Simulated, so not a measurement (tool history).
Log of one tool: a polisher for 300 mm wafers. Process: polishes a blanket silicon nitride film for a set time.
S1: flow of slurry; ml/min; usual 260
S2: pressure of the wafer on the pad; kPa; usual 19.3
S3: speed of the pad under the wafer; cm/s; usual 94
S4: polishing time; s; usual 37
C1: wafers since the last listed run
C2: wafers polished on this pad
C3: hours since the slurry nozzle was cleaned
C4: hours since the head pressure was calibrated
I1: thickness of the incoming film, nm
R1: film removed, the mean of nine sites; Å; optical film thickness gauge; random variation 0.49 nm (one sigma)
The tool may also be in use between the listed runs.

run 1 hour=0.0 | S1=260 S2=19.3 S3=80 S4=37 | C1=0 C2=530 C3=357.6 C4=154.3 | I1=651.4 | R1=419
run 2 hour=7.9 | S1=260 S2=19.3 S3=80 S4=37 | C1=88 C2=618 C3=365.5 C4=162.2 | I1=639.3 | R1=428
run 3 hour=15.5 | S1=260 S2=19.3 S3=94 S4=37 | C1=85 C2=703 C3=373.1 C4=169.8 | I1=641.1 | R1=487
run 4 hour=29.3 | S1=260 S2=19.3 S3=94 S4=37 | C1=154 C2=858 C3=386.9 C4=183.6 | I1=631.9 | R1=475
run 5 hour=37.8 | S1=260 S2=22.1 S3=94 S4=37 | C1=95 C2=953 C3=395.4 C4=192.1 | I1=635.3 | R1=522
run 6 hour=52.6 | S1=260 S2=19.3 S3=82 S4=37 | C1=165 C2=1118 C3=410.2 C4=206.9 | I1=639.6 | R1=430
run 7 hour=68.7 | S1=260 S2=19.3 S3=82 S4=37 | C1=180 C2=1299 C3=426.3 C4=223.0 | I1=642.1 | R1=432
run 8 hour=81.6 | S1=260 S2=19.3 S3=94 S4=37 | C1=144 C2=1443 C3=439.2 C4=235.9 | I1=639.2 | R1=475
run 9 hour=92.6 | S1=260 S2=19.3 S3=94 S4=37 | C1=123 C2=1566 C3=450.2 C4=246.9 | I1=633.0 | R1=477
-- hour=102.2 worn pad replaced by a new one
run 10 hour=109.4 | S1=260 S2=19.3 S3=94 S4=37 | C1=143 C2=80 C3=467.0 C4=263.7 | I1=638.0 | R1=483
run 11 hour=122.5 | S1=260 S2=19.3 S3=94 S4=37 | C1=146 C2=227 C3=480.1 C4=276.8 | I1=651.7 | R1=476
run 12 hour=129.5 | S1=260 S2=19.3 S3=94 S4=32 | C1=78 C2=305 C3=487.1 C4=283.8 | I1=646.9 | R1=414
run 13 hour=143.5 | S1=260 S2=19.3 S3=94 S4=32 | C1=156 C2=462 C3=501.1 C4=297.8 | I1=638.3 | R1=414
run 14 hour=150.1 | S1=325 S2=19.3 S3=94 S4=37 | C1=73 C2=536 C3=507.7 C4=304.4 | I1=644.7 | R1=491
run 15 hour=192.5 | S1=330 S2=16.5 S3=112 S4=49 | C1=474 C2=1011 C3=550.1 C4=346.8 | I1=641.3 | R1=678
run 16 hour=200.1 | S1=295 S2=19.3 S3=94 S4=37 | C1=85 C2=1096 C3=557.7 C4=354.4 | I1=630.6 | R1=477
run 17 hour=211.3 | S1=260 S2=19.3 S3=78 S4=44 | C1=125 C2=1221 C3=568.9 C4=365.6 | I1=634.3 | R1=486
run 18 hour=219.6 | S1=190 S2=17.2 S3=94 S4=37 | C1=92 C2=1314 C3=577.2 C4=373.9 | I1=637.1 | R1=409
run 19 hour=232.9 | S1=260 S2=19.3 S3=94 S4=27 | C1=148 C2=1463 C3=590.5 C4=387.2 | I1=643.3 | R1=348
-- hour=245.8 worn pad replaced by a new one
-- hour=261.7 slurry nozzle cleaned
run 20 hour=272.9 | S1=210 S2=19.3 S3=68 S4=29 | C1=391 C2=292 C3=11.2 C4=427.2 | I1=636.1 | R1=295
run 21 hour=290.9 | S1=260 S2=19.3 S3=94 S4=37 | C1=201 C2=493 C3=29.2 C4=445.2 | I1=645.6 | R1=509
-- hour=301.2 head pressure recalibrated
run 22 hour=305.8 | S1=210 S2=24.8 S3=126 S4=26 | C1=144 C2=638 C3=44.1 C4=4.6 | I1=638.5 | R1=502
run 23 hour=323.0 | S1=260 S2=19.3 S3=112 S4=32 | C1=192 C2=830 C3=61.3 C4=21.8 | I1=646.9 | R1=496
run 24 hour=340.8 | S1=260 S2=19.3 S3=94 S4=37 | C1=199 C2=1030 C3=79.1 C4=39.6 | I1=641.7 | R1=497
run 25 hour=351.3 | S1=260 S2=14.5 S3=80 S4=37 | C1=117 C2=1147 C3=89.6 C4=50.1 | I1=645.7 | R1=368
run 26 hour=359.5 | S1=260 S2=13.8 S3=94 S4=37 | C1=91 C2=1239 C3=97.8 C4=58.3 | I1=636.7 | R1=407
run 27 hour=370.3 | S1=260 S2=19.3 S3=106 S4=37 | C1=120 C2=1360 C3=108.6 C4=69.1 | I1=646.7 | R1=537
run 28 hour=381.1 | S1=260 S2=19.3 S3=94 S4=37 | C1=120 C2=1481 C3=119.4 C4=79.9 | I1=639.4 | R1=487
run 29 hour=389.5 | S1=260 S2=17.2 S3=94 S4=37 | C1=94 C2=1575 C3=127.8 C4=88.3 | I1=636.4 | R1=462
run 30 hour=396.2 | S1=260 S2=19.3 S3=94 S4=37 | C1=75 C2=1650 C3=134.5 C4=95.0 | I1=636.3 | R1=503
-- hour=401.7 worn pad replaced by a new one
run 31 hour=409.4 | S1=260 S2=21.4 S3=94 S4=37 | C1=102 C2=86 C3=147.7 C4=108.2 | I1=636.0 | R1=526
run 32 hour=448.8 | S1=320 S2=19.3 S3=94 S4=37 | C1=441 C2=527 C3=187.1 C4=147.6 | I1=635.7 | R1=501
run 33 hour=459.7 | S1=340 S2=22.8 S3=94 S4=37 | C1=122 C2=649 C3=198.0 C4=158.5 | I1=640.2 | R1=553
run 34 hour=471.4 | S1=260 S2=19.3 S3=94 S4=37 | C1=130 C2=780 C3=209.7 C4=170.2 | I1=652.0 | R1=492
run 35 hour=488.3 | S1=215 S2=24.1 S3=94 S4=37 | C1=189 C2=969 C3=226.6 C4=187.1 | I1=629.7 | R1=537
run 36 hour=495.7 | S1=260 S2=19.3 S3=108 S4=37 | C1=82 C2=1052 C3=234.0 C4=194.5 | I1=631.8 | R1=557
run 37 hour=512.3 | S1=345 S2=19.3 S3=94 S4=37 | C1=185 C2=1238 C3=250.6 C4=211.1 | I1=643.1 | R1=499
-- hour=518.6 worn pad replaced by a new one
run 38 hour=525.3 | S1=260 S2=19.3 S3=72 S4=37 | C1=100 C2=74 C3=263.6 C4=224.1 | I1=629.8 | R1=396

What the log doesn't show, run by run:
removal rate lost through wear of the pad, %: 0 in every run
deviation of the head's pressure from its setpoint, %: 0 in every run
H1: slurry flow missing at the pad, %
run=1 H1=21.7
run=2 H1=22.1
run=3 H1=22.5
run=4 H1=23.3
run=5 H1=23.7
run=6 H1=24.5
run=7 H1=25.4
run=8 H1=26.1
run=9 H1=26.7
run=10 H1=27.7
run=11 H1=28.4
run=12 H1=28.8
run=13 H1=29.5
run=14 H1=29.9
run=15 H1=32.2
run=16 H1=32.7
run=17 H1=33.3
run=18 H1=33.7
run=19 H1=34.5
run=20 H1=3.99
run=21 H1=4.98
run=22 H1=5.8
run=23 H1=6.75
run=24 H1=7.72
run=25 H1=8.3
run=26 H1=8.75
run=27 H1=9.35
run=28 H1=9.94
run=29 H1=10.4
run=30 H1=10.8
run=31 H1=11.5
run=32 H1=13.7
run=33 H1=14.3
run=34 H1=14.9
run=35 H1=15.8
run=36 H1=16.2
run=37 H1=17.2
run=38 H1=17.9
